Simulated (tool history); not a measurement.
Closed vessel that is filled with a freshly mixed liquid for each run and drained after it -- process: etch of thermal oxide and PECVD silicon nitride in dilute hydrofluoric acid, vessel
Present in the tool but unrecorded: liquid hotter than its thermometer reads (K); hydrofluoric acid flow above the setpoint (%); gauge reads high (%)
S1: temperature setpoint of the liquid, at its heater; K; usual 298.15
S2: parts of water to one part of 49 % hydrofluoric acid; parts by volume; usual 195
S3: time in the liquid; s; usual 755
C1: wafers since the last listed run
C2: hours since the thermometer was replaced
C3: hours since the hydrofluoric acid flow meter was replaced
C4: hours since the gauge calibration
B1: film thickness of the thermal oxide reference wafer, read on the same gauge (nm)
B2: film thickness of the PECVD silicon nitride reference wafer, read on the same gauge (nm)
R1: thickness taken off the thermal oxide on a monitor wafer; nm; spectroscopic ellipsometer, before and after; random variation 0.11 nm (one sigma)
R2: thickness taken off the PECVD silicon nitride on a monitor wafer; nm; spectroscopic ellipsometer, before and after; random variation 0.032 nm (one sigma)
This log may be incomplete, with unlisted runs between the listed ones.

run 1 hour=0.0 | S1=298.15 S2=195 S3=755 | C1=0 C2=1333.5 C3=1613.1 C4=1946.6 | B1=70.00 B2=49.99 | R1=15.36 R2=8.81
run 2 hour=38.6 | S1=298.15 S2=195 S3=755 | C1=2434 C2=1372.1 C3=1651.7 C4=1985.2 | B1=69.99 B2=50.05 | R1=15.55 R2=8.80
-- hour=50.7 gauge calibrated
run 3 hour=110.7 | S1=298.15 S2=195 S3=755 | C1=4546 C2=1444.2 C3=1723.8 C4=60.0 | B1=70.04 B2=49.95 | R1=15.41 R2=8.85
-- hour=184.4 thermometer replaced
run 4 hour=188.3 | S1=298.15 S2=165 S3=755 | C1=4830 C2=3.9 C3=1801.4 C4=137.6 | B1=70.00 B2=50.02 | R1=18.92 R2=10.44
-- hour=210.9 hydrofluoric acid flow meter replaced
run 5 hour=290.6 | S1=298.15 S2=195 S3=955 | C1=6388 C2=106.2 C3=79.7 C4=239.9 | B1=70.03 B2=49.97 | R1=19.55 R2=11.18
run 6 hour=345.7 | S1=295.15 S2=195 S3=1020 | C1=3474 C2=161.3 C3=134.8 C4=295.0 | B1=70.01 B2=49.98 | R1=18.63 R2=9.85
run 7 hour=407.7 | S1=298.15 S2=160 S3=755 | C1=3909 C2=223.3 C3=196.8 C4=357.0 | B1=69.99 B2=50.01 | R1=19.78 R2=10.67
run 8 hour=449.1 | S1=298.15 S2=195 S3=330 | C1=2610 C2=264.7 C3=238.2 C4=398.4 | B1=69.93 B2=50.03 | R1=6.76 R2=3.86
run 9 hour=511.3 | S1=303.15 S2=230 S3=755 | C1=3922 C2=326.9 C3=300.4 C4=460.6 | B1=69.98 B2=50.00 | R1=15.14 R2=10.13
run 10 hour=596.0 | S1=294.65 S2=100 S3=1150 | C1=5341 C2=411.6 C3=385.1 C4=545.3 | B1=70.04 B2=49.97 | R1=44.43 R2=20.77
run 11 hour=701.3 | S1=298.15 S2=195 S3=755 | C1=6640 C2=516.9 C3=490.4 C4=650.6 | B1=69.93 B2=50.03 | R1=15.50 R2=8.86
run 12 hour=790.0 | S1=293.65 S2=195 S3=755 | C1=5593 C2=605.6 C3=579.1 C4=739.3 | B1=69.98 B2=49.99 | R1=13.04 R2=6.57
run 13 hour=954.8 | S1=298.15 S2=195 S3=755 | C1=10392 C2=770.4 C3=743.9 C4=904.1 | B1=70.04 B2=50.04 | R1=15.60 R2=8.85
run 14 hour=1054.3 | S1=301.15 S2=275 S3=540 | C1=6274 C2=869.9 C3=843.4 C4=1003.6 | B1=70.02 B2=50.01 | R1=7.94 R2=5.39
run 15 hour=1122.0 | S1=299.65 S2=135 S3=755 | C1=4269 C2=937.6 C3=911.1 C4=1071.3 | B1=69.99 B2=50.01 | R1=25.61 R2=13.97
run 16 hour=1208.5 | S1=301.15 S2=195 S3=970 | C1=5454 C2=1024.1 C3=997.6 C4=1157.8 | B1=70.06 B2=49.97 | R1=22.19 R2=13.64
run 17 hour=1305.1 | S1=298.15 S2=195 S3=1195 | C1=6091 C2=1120.7 C3=1094.2 C4=1254.4 | B1=69.98 B2=49.99 | R1=24.71 R2=13.95
run 18 hour=1374.5 | S1=298.15 S2=195 S3=755 | C1=4376 C2=1190.1 C3=1163.6 C4=1323.8 | B1=69.97 B2=49.98 | R1=15.44 R2=8.88

Expected results for the next run?
run 19 hour=1449.1 | S1=301.65 S2=155 S3=970 | C1=4704 C2=1264.7 C3=1238.2 C4=1398.4 | B1=? B2=? | R1=? R2=?

Run 19 came out at B1 69.98, B2 50.00, R1 29.70 nm, R2 17.73 nm.
Had the tool carried no hidden state, the very same run would have given R1 29.70 nm, R2 17.73 nm.

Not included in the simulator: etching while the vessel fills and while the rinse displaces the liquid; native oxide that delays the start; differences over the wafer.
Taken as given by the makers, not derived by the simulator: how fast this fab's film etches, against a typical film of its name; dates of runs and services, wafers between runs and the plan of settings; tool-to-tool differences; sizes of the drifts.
